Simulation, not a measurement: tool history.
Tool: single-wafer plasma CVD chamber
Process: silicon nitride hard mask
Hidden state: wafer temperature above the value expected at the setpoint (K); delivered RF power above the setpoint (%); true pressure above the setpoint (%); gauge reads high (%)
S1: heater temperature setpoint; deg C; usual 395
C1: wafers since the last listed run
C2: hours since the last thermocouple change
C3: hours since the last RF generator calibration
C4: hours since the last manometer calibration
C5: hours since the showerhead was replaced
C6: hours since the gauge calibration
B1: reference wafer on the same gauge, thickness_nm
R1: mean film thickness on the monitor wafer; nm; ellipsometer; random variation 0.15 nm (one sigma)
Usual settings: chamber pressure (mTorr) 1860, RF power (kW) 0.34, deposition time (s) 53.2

run 1 hour=0 | S1=402 chamber_pressure_(mTorr)=1860 RF_power_(kW)=0.34 deposition_time_(s)=53.2 | C1=0 C2=728.6 C3=1999.3 C4=1031.3 C5=8300.4 C6=156 | B1=72.87 | R1=60.28
run 2 hour=17.3 | S1=395 chamber_pressure_(mTorr)=1860 RF_power_(kW)=0.34 deposition_time_(s)=53.2 | C1=234 C2=745.9 C3=2016.6 C4=1048.6 C5=8317.7 C6=173.3 | B1=72.936 | R1=60.149
run 3 hour=33.4 | S1=395 chamber_pressure_(mTorr)=1860 RF_power_(kW)=0.34 deposition_time_(s)=53.2 | C1=217 C2=762 C3=2032.7 C4=1064.7 C5=8333.8 C6=189.4 | B1=72.847 | R1=60.024
run 4 hour=51 | S1=395 chamber_pressure_(mTorr)=1860 RF_power_(kW)=0.34 deposition_time_(s)=53.2 | C1=238 C2=779.6 C3=2050.3 C4=1082.3 C5=8351.4 C6=207 | B1=72.907 | R1=60.415
run 5 hour=86.8 | S1=395 chamber_pressure_(mTorr)=1860 RF_power_(kW)=0.34 deposition_time_(s)=53.2 | C1=484 C2=815.4 C3=2086.1 C4=1118.1 C5=8387.2 C6=242.8 | B1=72.849 | R1=60.397
run 6 hour=98.3 | S1=395 chamber_pressure_(mTorr)=1860 RF_power_(kW)=0.34 deposition_time_(s)=53.2 | C1=155 C2=826.9 C3=2097.6 C4=1129.6 C5=8398.7 C6=254.3 | B1=72.858 | R1=60.199
run 7 hour=116.1 | S1=395 chamber_pressure_(mTorr)=1860 RF_power_(kW)=0.34 deposition_time_(s)=53.2 | C1=241 C2=844.7 C3=2115.4 C4=1147.4 C5=8416.5 C6=272.1 | B1=72.896 | R1=60.136
run 8 hour=132.5 | S1=395 chamber_pressure_(mTorr)=1860 RF_power_(kW)=0.34 deposition_time_(s)=53.2 | C1=222 C2=861.1 C3=2131.8 C4=1163.8 C5=8432.9 C6=288.5 | B1=72.884 | R1=60.125
run 9 hour=146.6 | S1=402 chamber_pressure_(mTorr)=1860 RF_power_(kW)=0.34 deposition_time_(s)=58.1 | C1=190 C2=875.2 C3=2145.9 C4=1177.9 C5=8447 C6=302.6 | B1=72.885 | R1=65.461
-- hour=161.9 gauge calibrated
run 10 hour=164.1 | S1=402 chamber_pressure_(mTorr)=1860 RF_power_(kW)=0.34 deposition_time_(s)=58.1 | C1=236 C2=892.7 C3=2163.4 C4=1195.4 C5=8464.5 C6=2.2 | B1=72.888 | R1=65.356
run 11 hour=171.5 | S1=402 chamber_pressure_(mTorr)=1860 RF_power_(kW)=0.34 deposition_time_(s)=58.1 | C1=100 C2=900.1 C3=2170.8 C4=1202.8 C5=8471.9 C6=9.6 | B1=72.907 | R1=65.603
run 12 hour=182.5 | S1=395 chamber_pressure_(mTorr)=1860 RF_power_(kW)=0.34 deposition_time_(s)=53.2 | C1=148 C2=911.1 C3=2181.8 C4=1213.8 C5=8482.9 C6=20.6 | B1=72.865 | R1=60.109
run 13 hour=194.4 | S1=395 chamber_pressure_(mTorr)=1860 RF_power_(kW)=0.34 deposition_time_(s)=53.2 | C1=161 C2=923 C3=2193.7 C4=1225.7 C5=8494.8 C6=32.5 | B1=72.909 | R1=60.257
-- hour=214.1 showerhead replaced
run 14 hour=214.6 | S1=395 chamber_pressure_(mTorr)=1860 RF_power_(kW)=0.34 deposition_time_(s)=53.2 | C1=165 C2=943.2 C3=2213.9 C4=1245.9 C5=0.5 C6=52.7 | B1=72.949 | R1=60.174
-- hour=226.8 capacitance manometer re-zeroed and calibrated
run 15 hour=227.3 | S1=395 chamber_pressure_(mTorr)=1860 RF_power_(kW)=0.34 deposition_time_(s)=53.2 | C1=63 C2=955.9 C3=2226.6 C4=0.5 C5=13.2 C6=65.4 | B1=72.902 | R1=59.725
run 16 hour=237.6 | S1=395 chamber_pressure_(mTorr)=1670 RF_power_(kW)=0.385 deposition_time_(s)=53.2 | C1=139 C2=966.2 C3=2236.9 C4=10.8 C5=23.5 C6=75.7 | B1=72.877 | R1=65.14
run 17 hour=247.7 | S1=395 chamber_pressure_(mTorr)=1860 RF_power_(kW)=0.32 deposition_time_(s)=47.1 | C1=136 C2=976.3 C3=2247 C4=20.9 C5=33.6 C6=85.8 | B1=72.912 | R1=50.155
-- hour=271.5 RF generator calibrated
run 18 hour=272 | S1=381 chamber_pressure_(mTorr)=1860 RF_power_(kW)=0.34 deposition_time_(s)=45.3 | C1=220 C2=1000.6 C3=0.5 C4=45.2 C5=57.9 C6=110.1 | B1=72.907 | R1=54.065
run 19 hour=275.6 | S1=395 chamber_pressure_(mTorr)=2210 RF_power_(kW)=0.34 deposition_time_(s)=53.2 | C1=48 C2=1004.2 C3=4.1 C4=48.8 C5=61.5 C6=113.7 | B1=72.905 | R1=65.58
run 20 hour=287.4 | S1=382 chamber_pressure_(mTorr)=1860 RF_power_(kW)=0.34 deposition_time_(s)=60.3 | C1=159 C2=1016 C3=15.9 C4=60.6 C5=73.3 C6=125.5 | B1=72.882 | R1=72.345
run 21 hour=293.9 | S1=395 chamber_pressure_(mTorr)=2210 RF_power_(kW)=0.34 deposition_time_(s)=57.8 | C1=88 C2=1022.5 C3=22.4 C4=67.1 C5=79.8 C6=132 | B1=72.928 | R1=71.754
-- hour=306.1 thermocouple changed; heater temperature recalibrated
run 22 hour=306.6 | S1=395 chamber_pressure_(mTorr)=1540 RF_power_(kW)=0.28 deposition_time_(s)=58.4 | C1=63 C2=0.5 C3=35.1 C4=79.8 C5=92.5 C6=144.7 | B1=72.9 | R1=55.154
run 23 hour=308.9 | S1=395 chamber_pressure_(mTorr)=1860 RF_power_(kW)=0.34 deposition_time_(s)=53.2 | C1=31 C2=2.8 C3=37.4 C4=82.1 C5=94.8 C6=147 | B1=72.864 | R1=63.586
run 24 hour=322.4 | S1=389 chamber_pressure_(mTorr)=2040 RF_power_(kW)=0.32 deposition_time_(s)=60.6 | C1=182 C2=16.3 C3=50.9 C4=95.6 C5=108.3 C6=160.5 | B1=72.917 | R1=69.686
run 25 hour=338.2 | S1=400 chamber_pressure_(mTorr)=1560 RF_power_(kW)=0.34 deposition_time_(s)=58.8 | C1=213 C2=32.1 C3=66.7 C4=111.4 C5=124.1 C6=176.3 | B1=72.863 | R1=66.966
run 26 hour=350.6 | S1=395 chamber_pressure_(mTorr)=1860 RF_power_(kW)=0.34 deposition_time_(s)=53.2 | C1=167 C2=44.5 C3=79.1 C4=123.8 C5=136.5 C6=188.7 | B1=72.895 | R1=63.216
run 27 hour=358.2 | S1=381 chamber_pressure_(mTorr)=1860 RF_power_(kW)=0.295 deposition_time_(s)=53.2 | C1=102 C2=52.1 C3=86.7 C4=131.4 C5=144.1 C6=196.3 | B1=72.896 | R1=55.357
run 28 hour=374.4 | S1=395 chamber_pressure_(mTorr)=1860 RF_power_(kW)=0.34 deposition_time_(s)=49.5 | C1=219 C2=68.3 C3=102.9 C4=147.6 C5=160.3 C6=212.5 | B1=72.9 | R1=58.651
run 29 hour=386.1 | S1=395 chamber_pressure_(mTorr)=1550 RF_power_(kW)=0.39 deposition_time_(s)=57.5 | C1=158 C2=80 C3=114.6 C4=159.3 C5=172 C6=224.2 | B1=72.942 | R1=73.474

Forecast each of these 4 alternatives for the next run:
run A hour=386.5 | S1=395 chamber_pressure_(mTorr)=2230 RF_power_(kW)=0.34 deposition_time_(s)=53.2 | C1=5 C2=80.4 C3=115 C4=159.7 C5=172.4 C6=224.6 | B1=? | R1=?
run B hour=386.5 | S1=395 chamber_pressure_(mTorr)=1510 RF_power_(kW)=0.32 deposition_time_(s)=44.2 | C1=5 C2=80.4 C3=115 C4=159.7 C5=172.4 C6=224.6 | B1=? | R1=?
run C hour=386.5 | S1=383 chamber_pressure_(mTorr)=1860 RF_power_(kW)=0.39 deposition_time_(s)=53.2 | C1=5 C2=80.4 C3=115 C4=159.7 C5=172.4 C6=224.6 | B1=? | R1=?
run D hour=386.5 | S1=395 chamber_pressure_(mTorr)=1860 RF_power_(kW)=0.37 deposition_time_(s)=42.9 | C1=5 C2=80.4 C3=115 C4=159.7 C5=172.4 C6=224.6 | B1=? | R1=?

run=A B1=72.906 R1=66.009
run=B B1=72.906 R1=47.38
run=C B1=72.906 R1=71.416
run=D B1=72.906 R1=54.945
Without the tool's hidden state the same runs would have given:
run=A R1=67.003
run=B R1=48.127
run=C R1=72.413
run=D R1=55.773
